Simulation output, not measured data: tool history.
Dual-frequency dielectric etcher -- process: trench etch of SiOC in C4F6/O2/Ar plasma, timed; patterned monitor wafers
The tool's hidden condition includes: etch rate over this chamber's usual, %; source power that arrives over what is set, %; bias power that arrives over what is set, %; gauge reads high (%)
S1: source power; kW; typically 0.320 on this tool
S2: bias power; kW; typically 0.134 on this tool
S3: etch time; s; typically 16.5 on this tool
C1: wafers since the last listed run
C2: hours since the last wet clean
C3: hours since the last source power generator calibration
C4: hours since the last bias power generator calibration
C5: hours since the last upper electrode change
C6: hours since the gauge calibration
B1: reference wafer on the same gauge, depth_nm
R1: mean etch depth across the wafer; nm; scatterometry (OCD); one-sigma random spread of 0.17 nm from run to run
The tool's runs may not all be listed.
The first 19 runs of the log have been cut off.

Run 20, day 21.558: usual settings but S1 0.250 kW; C1 432; C2 570.9; C3 476.5; C4 163.6; C5 37.9; C6 579.1; B1 29.24. Result: R1 22.07 nm.
Run 21, day 22.662: usual settings but S1 0.360 kW, S2 0.165 kW, S3 21.0 s; C1 368; C2 597.4; C3 503.0; C4 190.1; C5 64.4; C6 605.6; B1 29.19. Result: R1 37.63 nm.
Run 22, day 23.800: usual settings; C1 379; C2 624.7; C3 530.3; C4 217.4; C5 91.7; C6 632.9; B1 29.15. Result: R1 25.11 nm.
Run 23, day 24.742: usual settings; C1 314; C2 647.3; C3 552.9; C4 240.0; C5 114.3; C6 655.5; B1 29.23. Result: R1 25.58 nm.
At day 25.996: wet clean of the chamber.
Run 24, day 26.017: usual settings but S1 0.260 kW, S3 20.0 s; C1 91; C2 0.5; C3 583.5; C4 270.6; C5 144.9; C6 686.1; B1 29.15. Result: R1 29.73 nm.
Run 25, day 26.412: usual settings but S1 0.370 kW, S3 11.5 s; C1 132; C2 10.0; C3 593.0; C4 280.1; C5 154.4; C6 695.6; B1 29.17. Result: R1 20.52 nm.
Run 26, day 27.325: usual settings but S1 0.350 kW, S2 0.108 kW; C1 304; C2 31.9; C3 614.9; C4 302.0; C5 176.3; C6 717.5; B1 29.30. Result: R1 25.66 nm.
Run 27, day 28.508: usual settings but S1 0.300 kW; C1 395; C2 60.3; C3 643.3; C4 330.4; C5 204.7; C6 745.9; B1 29.16. Result: R1 26.28 nm.
Run 28, day 29.821: usual settings but S3 15.0 s; C1 438; C2 91.8; C3 674.8; C4 361.9; C5 236.2; C6 777.4; B1 29.17. Result: R1 24.76 nm.
Run 29, day 31.158: usual settings; C1 446; C2 123.9; C3 706.9; C4 394.0; C5 268.3; C6 809.5; B1 29.20. Result: R1 26.98 nm.
Run 30, day 31.771: usual settings; C1 204; C2 138.6; C3 721.6; C4 408.7; C5 283.0; C6 824.2; B1 29.20. Result: R1 27.12 nm.

Consider 4 possible next runs. They are alternatives, not a sequence: every one starts from the tool as it was left by run 30. What does each give?
Run A, day 31.788: usual settings but S2 0.122 kW; C1 5; C2 139.0; C3 722.0; C4 409.1; C5 283.4; C6 824.6; B1 ?. Result: R1 ?.
Run B, day 31.788: usual settings but S1 0.290 kW; C1 5; C2 139.0; C3 722.0; C4 409.1; C5 283.4; C6 824.6; B1 ?. Result: R1 ?.
Run C, day 31.788: usual settings but S1 0.370 kW, S2 0.102 kW, S3 19.0 s; C1 5; C2 139.0; C3 722.0; C4 409.1; C5 283.4; C6 824.6; B1 ?. Result: R1 ?.
Run D, day 31.788: usual settings but S1 0.380 kW, S2 0.102 kW, S3 13.5 s; C1 5; C2 139.0; C3 722.0; C4 409.1; C5 283.4; C6 824.6; B1 ?. Result: R1 ?.

run     B1     R1
  A  29.19  25.68
  B  29.19  25.49
  C  29.19  29.20
  D  29.19  21.04
Take away the tool's hidden state, keep each run's random variation, and the runs would have read:
run     R1
  A  25.81
  B  25.62
  C  29.34
  D  21.14
